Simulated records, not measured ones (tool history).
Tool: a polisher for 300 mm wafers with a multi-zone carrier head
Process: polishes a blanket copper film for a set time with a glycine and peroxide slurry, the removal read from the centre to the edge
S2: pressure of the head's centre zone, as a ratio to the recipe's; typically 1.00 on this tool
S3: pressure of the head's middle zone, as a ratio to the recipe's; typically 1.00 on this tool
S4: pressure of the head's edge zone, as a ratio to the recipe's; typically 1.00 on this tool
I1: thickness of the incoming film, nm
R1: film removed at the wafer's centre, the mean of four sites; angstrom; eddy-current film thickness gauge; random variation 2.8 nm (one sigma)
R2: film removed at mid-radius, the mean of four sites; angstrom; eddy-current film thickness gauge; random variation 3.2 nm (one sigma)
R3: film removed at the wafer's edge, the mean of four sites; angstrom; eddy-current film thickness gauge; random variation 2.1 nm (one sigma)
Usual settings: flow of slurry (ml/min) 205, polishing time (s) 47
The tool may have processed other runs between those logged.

{"run": 1, "day": 0.0, "flow of slurry (ml/min)": 205, "S2": 1.0, "S3": 1.0, "S4": 1.0, "polishing time (s)": 47, "I1": 1273.7, "R1": 2190, "R2": 2540, "R3": 2594}
{"run": 2, "day": 0.317, "flow of slurry (ml/min)": 205, "S2": 1.0, "S3": 1.0, "S4": 1.0, "polishing time (s)": 47, "I1": 1243.3, "R1": 2193, "R2": 2560, "R3": 2572}
{"run": 3, "day": 0.771, "flow of slurry (ml/min)": 205, "S2": 1.0, "S3": 1.0, "S4": 1.0, "polishing time (s)": 47, "I1": 1248.3, "R1": 2218, "R2": 2535, "R3": 2574}
{"day": 1.433, "done": "carrier head's membrane replaced by a new one"}
{"day": 1.633, "done": "worn pad replaced by a new one"}
{"run": 4, "day": 1.825, "flow of slurry (ml/min)": 155, "S2": 1.0, "S3": 1.0, "S4": 1.0, "polishing time (s)": 47, "I1": 1249.7, "R1": 2077, "R2": 2497, "R3": 2511}
{"day": 2.079, "done": "centre zone pressure recalibrated"}
{"run": 5, "day": 2.346, "flow of slurry (ml/min)": 205, "S2": 1.0, "S3": 0.93, "S4": 1.0, "polishing time (s)": 47, "I1": 1236.6, "R1": 2513, "R2": 2433, "R3": 2601}
{"run": 6, "day": 2.775, "flow of slurry (ml/min)": 205, "S2": 1.0, "S3": 0.93, "S4": 1.0, "polishing time (s)": 47, "I1": 1244.6, "R1": 2498, "R2": 2389, "R3": 2610}
{"run": 7, "day": 3.067, "flow of slurry (ml/min)": 145, "S2": 1.0, "S3": 0.96, "S4": 0.94, "polishing time (s)": 34, "I1": 1234.8, "R1": 1732, "R2": 1682, "R3": 1793}
{"run": 8, "day": 3.533, "flow of slurry (ml/min)": 205, "S2": 1.0, "S3": 1.0, "S4": 1.0, "polishing time (s)": 62, "I1": 1257.6, "R1": 3286, "R2": 3310, "R3": 3424}
{"run": 9, "day": 3.846, "flow of slurry (ml/min)": 205, "S2": 1.0, "S3": 1.05, "S4": 1.0, "polishing time (s)": 35, "I1": 1256.1, "R1": 1865, "R2": 1985, "R3": 1964}
{"run": 10, "day": 4.579, "flow of slurry (ml/min)": 205, "S2": 1.0, "S3": 0.92, "S4": 1.0, "polishing time (s)": 61, "I1": 1260.1, "R1": 3246, "R2": 3114, "R3": 3383}
{"day": 4.883, "done": "edge zone pressure recalibrated"}
{"run": 11, "day": 4.942, "flow of slurry (ml/min)": 185, "S2": 1.0, "S3": 1.05, "S4": 1.0, "polishing time (s)": 47, "I1": 1255.8, "R1": 2387, "R2": 2612, "R3": 2572}
{"day": 5.312, "done": "slurry nozzle cleaned"}
{"run": 12, "day": 5.333, "flow of slurry (ml/min)": 145, "S2": 1.1, "S3": 1.0, "S4": 1.1, "polishing time (s)": 38, "I1": 1265.7, "R1": 2043, "R2": 1971, "R3": 2109}
{"run": 13, "day": 5.942, "flow of slurry (ml/min)": 205, "S2": 1.0, "S3": 1.0, "S4": 1.0, "polishing time (s)": 47, "I1": 1263.6, "R1": 2437, "R2": 2564, "R3": 2630}
{"day": 6.254, "done": "worn pad replaced by a new one"}
{"run": 14, "day": 6.317, "flow of slurry (ml/min)": 205, "S2": 1.0, "S3": 0.92, "S4": 1.0, "polishing time (s)": 58, "I1": 1238.2, "R1": 3033, "R2": 2983, "R3": 3193}
{"run": 15, "day": 6.988, "flow of slurry (ml/min)": 175, "S2": 1.06, "S3": 0.91, "S4": 1.0, "polishing time (s)": 51, "I1": 1274.9, "R1": 2781, "R2": 2480, "R3": 2800}
{"run": 16, "day": 7.467, "flow of slurry (ml/min)": 205, "S2": 1.0, "S3": 1.0, "S4": 1.0, "polishing time (s)": 47, "I1": 1244.4, "R1": 2429, "R2": 2570, "R3": 2603}
{"run": 17, "day": 7.875, "flow of slurry (ml/min)": 205, "S2": 1.0, "S3": 1.0, "S4": 1.0, "polishing time (s)": 47, "I1": 1269.6, "R1": 2428, "R2": 2557, "R3": 2584}
{"run": 18, "day": 8.583, "flow of slurry (ml/min)": 165, "S2": 1.0, "S3": 1.04, "S4": 0.9, "polishing time (s)": 55, "I1": 1253.8, "R1": 2734, "R2": 3023, "R3": 2854}
{"run": 19, "day": 9.05, "flow of slurry (ml/min)": 205, "S2": 1.0, "S3": 1.0, "S4": 1.0, "polishing time (s)": 47, "I1": 1236.1, "R1": 2394, "R2": 2477, "R3": 2579}
{"run": 20, "day": 9.421, "flow of slurry (ml/min)": 205, "S2": 1.07, "S3": 1.0, "S4": 0.9, "polishing time (s)": 47, "I1": 1260.1, "R1": 2562, "R2": 2550, "R3": 2471}
{"run": 21, "day": 9.792, "flow of slurry (ml/min)": 145, "S2": 1.07, "S3": 1.0, "S4": 1.09, "polishing time (s)": 47, "I1": 1263.5, "R1": 2419, "R2": 2367, "R3": 2581}

5 options for the next run, each taken on its own from the tool as it stands now. Forecast them:
{"run": "A", "day": 9.808, "flow of slurry (ml/min)": 205, "S2": 1.0, "S3": 1.0, "S4": 1.0, "polishing time (s)": 47, "I1": 1248.7, "R1": "?", "R2": "?", "R3": "?"}
{"run": "B", "day": 9.808, "flow of slurry (ml/min)": 205, "S2": 1.04, "S3": 0.95, "S4": 0.9, "polishing time (s)": 42, "I1": 1248.7, "R1": "?", "R2": "?", "R3": "?"}
{"run": "C", "day": 9.808, "flow of slurry (ml/min)": 205, "S2": 0.9, "S3": 1.0, "S4": 0.89, "polishing time (s)": 59, "I1": 1248.7, "R1": "?", "R2": "?", "R3": "?"}
{"run": "D", "day": 9.808, "flow of slurry (ml/min)": 205, "S2": 1.07, "S3": 1.12, "S4": 1.0, "polishing time (s)": 47, "I1": 1248.7, "R1": "?", "R2": "?", "R3": "?"}
{"run": "E", "day": 9.808, "flow of slurry (ml/min)": 205, "S2": 0.92, "S3": 1.0, "S4": 1.06, "polishing time (s)": 47, "I1": 1248.7, "R1": "?", "R2": "?", "R3": "?"}

run=A R1=2383 R2=2562 R3=2579
run=B R1=2215 R2=2193 R3=2195
run=C R1=2689 R2=3218 R3=3065
run=D R1=2555 R2=2821 R3=2575
run=E R1=2190 R2=2563 R3=2654
Had the tool no hidden state, the same runs would have come out as:
run=A R1=2544 R2=2561 R3=2579
run=B R1=2364 R2=2192 R3=2195
run=C R1=2872 R2=3217 R3=3065
run=D R1=2726 R2=2820 R3=2575
run=E R1=2339 R2=2562 R3=2654

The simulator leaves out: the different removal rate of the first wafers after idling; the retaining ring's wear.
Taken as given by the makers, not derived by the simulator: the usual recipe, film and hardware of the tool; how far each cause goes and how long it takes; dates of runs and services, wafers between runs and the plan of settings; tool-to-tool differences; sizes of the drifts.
